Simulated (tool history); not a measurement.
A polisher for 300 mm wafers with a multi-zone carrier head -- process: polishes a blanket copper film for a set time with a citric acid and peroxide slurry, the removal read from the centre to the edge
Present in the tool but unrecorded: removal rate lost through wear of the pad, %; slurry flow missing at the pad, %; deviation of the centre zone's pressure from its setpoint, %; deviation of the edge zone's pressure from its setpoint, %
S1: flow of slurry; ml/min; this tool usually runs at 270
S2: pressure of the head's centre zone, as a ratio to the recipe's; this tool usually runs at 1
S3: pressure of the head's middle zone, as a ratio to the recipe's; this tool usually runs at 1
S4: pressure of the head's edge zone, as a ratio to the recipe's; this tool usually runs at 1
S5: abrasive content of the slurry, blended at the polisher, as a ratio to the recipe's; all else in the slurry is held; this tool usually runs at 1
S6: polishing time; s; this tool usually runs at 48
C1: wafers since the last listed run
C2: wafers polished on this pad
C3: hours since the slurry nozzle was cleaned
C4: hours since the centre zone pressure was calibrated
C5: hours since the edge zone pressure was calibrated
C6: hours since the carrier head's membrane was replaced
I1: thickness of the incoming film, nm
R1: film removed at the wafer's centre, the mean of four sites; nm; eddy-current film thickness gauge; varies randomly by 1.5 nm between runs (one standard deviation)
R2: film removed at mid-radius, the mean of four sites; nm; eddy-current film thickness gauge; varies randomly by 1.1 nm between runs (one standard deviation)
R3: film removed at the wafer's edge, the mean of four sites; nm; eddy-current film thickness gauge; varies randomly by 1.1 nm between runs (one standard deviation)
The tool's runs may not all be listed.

{"run": 1, "hour": 0.0, "S1": 270, "S2": 1, "S3": 1, "S4": 1, "S5": 1, "S6": 48, "C1": 0, "C2": 798, "C3": 202.9, "C4": 718.8, "C5": 374.2, "C6": 1121.4, "I1": 602.2, "R1": 103.2, "R2": 101.5, "R3": 100.4}
{"hour": 36.3, "done": "carrier head's membrane replaced by a new one"}
{"hour": 51.9, "done": "edge zone pressure recalibrated"}
{"hour": 55.6, "done": "centre zone pressure recalibrated"}
{"run": 2, "hour": 81.4, "S1": 270, "S2": 1, "S3": 1, "S4": 1, "S5": 1, "S6": 48, "C1": 770, "C2": 1569, "C3": 284.3, "C4": 25.8, "C5": 29.5, "C6": 45.1, "I1": 587.3, "R1": 95.4, "R2": 95, "R3": 96}
{"run": 3, "hour": 108.9, "S1": 270, "S2": 1, "S3": 0.92, "S4": 1, "S5": 1, "S6": 48, "C1": 292, "C2": 1861, "C3": 311.8, "C4": 53.3, "C5": 57, "C6": 72.6, "I1": 597.3, "R1": 93.6, "R2": 87.6, "R3": 92.6}
{"run": 4, "hour": 122.8, "S1": 270, "S2": 1, "S3": 0.92, "S4": 1, "S5": 1, "S6": 48, "C1": 147, "C2": 2009, "C3": 325.7, "C4": 67.2, "C5": 70.9, "C6": 86.5, "I1": 592.5, "R1": 92.9, "R2": 84.3, "R3": 90.7}
{"hour": 131.9, "done": "worn pad replaced by a new one"}
{"run": 5, "hour": 155.6, "S1": 320, "S2": 1, "S3": 1, "S4": 1, "S5": 0.8, "S6": 48, "C1": 306, "C2": 252, "C3": 358.5, "C4": 100, "C5": 103.7, "C6": 119.3, "I1": 590, "R1": 97.5, "R2": 97.6, "R3": 95.6}
{"run": 6, "hour": 172.4, "S1": 335, "S2": 1.08, "S3": 1, "S4": 1.05, "S5": 1, "S6": 48, "C1": 178, "C2": 431, "C3": 375.3, "C4": 116.8, "C5": 120.5, "C6": 136.1, "I1": 595.9, "R1": 108.3, "R2": 100, "R3": 104.3}
{"hour": 178.1, "done": "slurry nozzle cleaned"}
{"run": 7, "hour": 188.1, "S1": 270, "S2": 1, "S3": 1, "S4": 1, "S5": 1, "S6": 48, "C1": 156, "C2": 587, "C3": 10, "C4": 132.5, "C5": 136.2, "C6": 151.8, "I1": 588.2, "R1": 104.4, "R2": 104.7, "R3": 104.5}
{"run": 8, "hour": 206.4, "S1": 270, "S2": 1, "S3": 1, "S4": 1, "S5": 1, "S6": 48, "C1": 194, "C2": 782, "C3": 28.3, "C4": 150.8, "C5": 154.5, "C6": 170.1, "I1": 590, "R1": 105.4, "R2": 103.4, "R3": 104.2}
{"run": 9, "hour": 226.1, "S1": 270, "S2": 1, "S3": 0.93, "S4": 1, "S5": 1, "S6": 48, "C1": 209, "C2": 991, "C3": 48, "C4": 170.5, "C5": 174.2, "C6": 189.8, "I1": 597.3, "R1": 104.3, "R2": 100.9, "R3": 103}
{"run": 10, "hour": 279.9, "S1": 270, "S2": 1, "S3": 1, "S4": 1, "S5": 1, "S6": 48, "C1": 572, "C2": 1564, "C3": 101.8, "C4": 224.3, "C5": 228, "C6": 243.6, "I1": 587.7, "R1": 101.6, "R2": 101.7, "R3": 98.8}
{"run": 11, "hour": 311.8, "S1": 270, "S2": 1, "S3": 1, "S4": 0.96, "S5": 1, "S6": 35, "C1": 339, "C2": 1903, "C3": 133.7, "C4": 256.2, "C5": 259.9, "C6": 275.5, "I1": 594.2, "R1": 74.5, "R2": 71.7, "R3": 68.2}
{"run": 12, "hour": 337.8, "S1": 270, "S2": 1, "S3": 0.95, "S4": 0.91, "S5": 1.1, "S6": 48, "C1": 276, "C2": 2180, "C3": 159.7, "C4": 282.2, "C5": 285.9, "C6": 301.5, "I1": 588.5, "R1": 96.2, "R2": 92.9, "R3": 93.3}
{"hour": 344.6, "done": "worn pad replaced by a new one"}
{"run": 13, "hour": 370.6, "S1": 270, "S2": 0.91, "S3": 0.94, "S4": 1, "S5": 1, "S6": 33, "C1": 306, "C2": 277, "C3": 192.5, "C4": 315, "C5": 318.7, "C6": 334.3, "I1": 593.9, "R1": 68.8, "R2": 69.9, "R3": 71.2}
{"run": 14, "hour": 465.2, "S1": 270, "S2": 1, "S3": 1.09, "S4": 1, "S5": 1, "S6": 48, "C1": 1006, "C2": 1283, "C3": 287.1, "C4": 409.6, "C5": 413.3, "C6": 428.9, "I1": 584.5, "R1": 101.2, "R2": 105.3, "R3": 98.6}
{"hour": 476.5, "done": "edge zone pressure recalibrated"}
{"run": 15, "hour": 484.5, "S1": 270, "S2": 1, "S3": 1, "S4": 1, "S5": 1, "S6": 37, "C1": 184, "C2": 1467, "C3": 306.4, "C4": 428.9, "C5": 8, "C6": 448.2, "I1": 592.6, "R1": 73, "R2": 74.3, "R3": 74.8}
{"run": 16, "hour": 501.1, "S1": 270, "S2": 1, "S3": 1, "S4": 1, "S5": 1, "S6": 48, "C1": 176, "C2": 1644, "C3": 323, "C4": 445.5, "C5": 24.6, "C6": 464.8, "I1": 596.7, "R1": 96, "R2": 98.2, "R3": 95.6}
{"hour": 506.5, "done": "slurry nozzle cleaned"}
{"run": 17, "hour": 525.0, "S1": 270, "S2": 1, "S3": 1, "S4": 1, "S5": 1, "S6": 48, "C1": 243, "C2": 1887, "C3": 18.5, "C4": 469.4, "C5": 48.5, "C6": 488.7, "I1": 593.5, "R1": 99.3, "R2": 98.3, "R3": 98.9}
{"run": 18, "hour": 538.4, "S1": 220, "S2": 1, "S3": 1, "S4": 1, "S5": 1, "S6": 48, "C1": 142, "C2": 2030, "C3": 31.9, "C4": 482.8, "C5": 61.9, "C6": 502.1, "I1": 584.6, "R1": 96.2, "R2": 95.8, "R3": 94.2}
{"run": 19, "hour": 562.1, "S1": 220, "S2": 1, "S3": 1, "S4": 1, "S5": 1, "S6": 48, "C1": 252, "C2": 2282, "C3": 55.6, "C4": 506.5, "C5": 85.6, "C6": 525.8, "I1": 599.2, "R1": 92.5, "R2": 92.5, "R3": 91.4}
{"hour": 570.1, "done": "worn pad replaced by a new one"}
{"run": 20, "hour": 579.0, "S1": 360, "S2": 1, "S3": 1, "S4": 1, "S5": 1, "S6": 48, "C1": 137, "C2": 94, "C3": 72.5, "C4": 523.4, "C5": 102.5, "C6": 542.7, "I1": 582, "R1": 111.1, "R2": 111.6, "R3": 107.1}
{"run": 21, "hour": 599.1, "S1": 270, "S2": 0.91, "S3": 0.94, "S4": 1, "S5": 1, "S6": 33, "C1": 213, "C2": 308, "C3": 92.6, "C4": 543.5, "C5": 122.6, "C6": 562.8, "I1": 580, "R1": 69.2, "R2": 69.3, "R3": 71.3}
{"run": 22, "hour": 612.5, "S1": 195, "S2": 0.91, "S3": 1.04, "S4": 1, "S5": 0.8, "S6": 48, "C1": 142, "C2": 451, "C3": 106, "C4": 556.9, "C5": 136, "C6": 576.2, "I1": 581.2, "R1": 93, "R2": 98.7, "R3": 97.2}

A few steps of R1 between consecutive runs. Split each: what settings, incoming material and random variation would produce without the hidden state, and what is left over for the hidden state, along with gauge scatter present in only one of the two compared results (measured, and without hidden state):
Run 12 -> 13: S2 1 -> 0.91, S3 0.95 -> 0.94, S4 0.91 -> 1, S5 1.1 -> 1, S6 48 -> 33, worn pad replaced by a new one. R1 -27.4 nm: hidden state +9.8, all else -37.2.
Run 13 -> 14: S2 0.91 -> 1, S3 0.94 -> 1.09, S6 33 -> 48. R1 +32.4 nm: hidden state -6.7, all else +39.1.
Run 19 -> 20: S1 220 -> 360, worn pad replaced by a new one. R1 +18.6 nm: hidden state +10.7, all else +7.9.
Run 20 -> 21: S1 360 -> 270, S2 1 -> 0.91, S3 1 -> 0.94, S6 48 -> 33. R1 -41.9 nm: hidden state +0, all else -41.9.
